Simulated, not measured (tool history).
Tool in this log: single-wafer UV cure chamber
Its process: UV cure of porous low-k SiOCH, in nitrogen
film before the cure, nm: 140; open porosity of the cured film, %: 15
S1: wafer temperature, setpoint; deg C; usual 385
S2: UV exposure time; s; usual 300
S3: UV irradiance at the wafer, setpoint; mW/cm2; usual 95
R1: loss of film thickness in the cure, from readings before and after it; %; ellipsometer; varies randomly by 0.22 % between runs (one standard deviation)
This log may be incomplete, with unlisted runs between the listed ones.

Run 1, day 0.000: usual settings. Result: R1 12.426 %.
Run 2, day 2.004: usual settings. Result: R1 12.571 %.
Run 3, day 4.404: usual settings. Result: R1 12.663 %.
Run 4, day 6.475: usual settings. Result: R1 12.306 %.
Run 5, day 9.529: usual settings. Result: R1 12.149 %.
Run 6, day 13.121: usual settings. Result: R1 12.283 %.
Run 7, day 17.508: usual settings but S2 215 s. Result: R1 10.962 %.
At day 21.462: quartz window cleaned.
Run 8, day 28.875: usual settings but S1 400 deg C, S3 63 mW/cm2. Result: R1 10.832 %.
At day 31.621: UV bulbs replaced.
Run 9, day 32.229: usual settings but S1 377 deg C, S3 58 mW/cm2. Result: R1 9.879 %.
Run 10, day 34.167: usual settings but S3 80 mW/cm2. Result: R1 11.589 %.
Run 11, day 37.288: usual settings but S1 395 deg C, S2 130 s, S3 109 mW/cm2. Result: R1 9.437 %.
Run 12, day 41.500: usual settings. Result: R1 12.435 %.
Run 13, day 44.154: usual settings. Result: R1 12.595 %.
Run 14, day 46.792: usual settings. Result: R1 12.394 %.

Below are 5 alternative next runs, each starting from the tool's condition after run 14. Predict each:
Run A, day 46.812: usual settings. Result: R1 ?.
Run B, day 46.812: usual settings but S2 450 s, S3 62 mW/cm2. Result: R1 ?.
Run C, day 46.812: usual settings but S2 225 s. Result: R1 ?.
Run D, day 46.812: usual settings but S1 369 deg C, S2 380 s, S3 75 mW/cm2. Result: R1 ?.
Run E, day 46.812: usual settings but S1 366 deg C, S2 245 s. Result: R1 ?.

run      R1
  A  12.684
  B  12.585
  C  11.358
  D  12.377
  E  11.387
What these runs would have given with no unlogged condition in the tool:
run      R1
  A  12.684
  B  12.585
  C  11.358
  D  12.377
  E  11.387
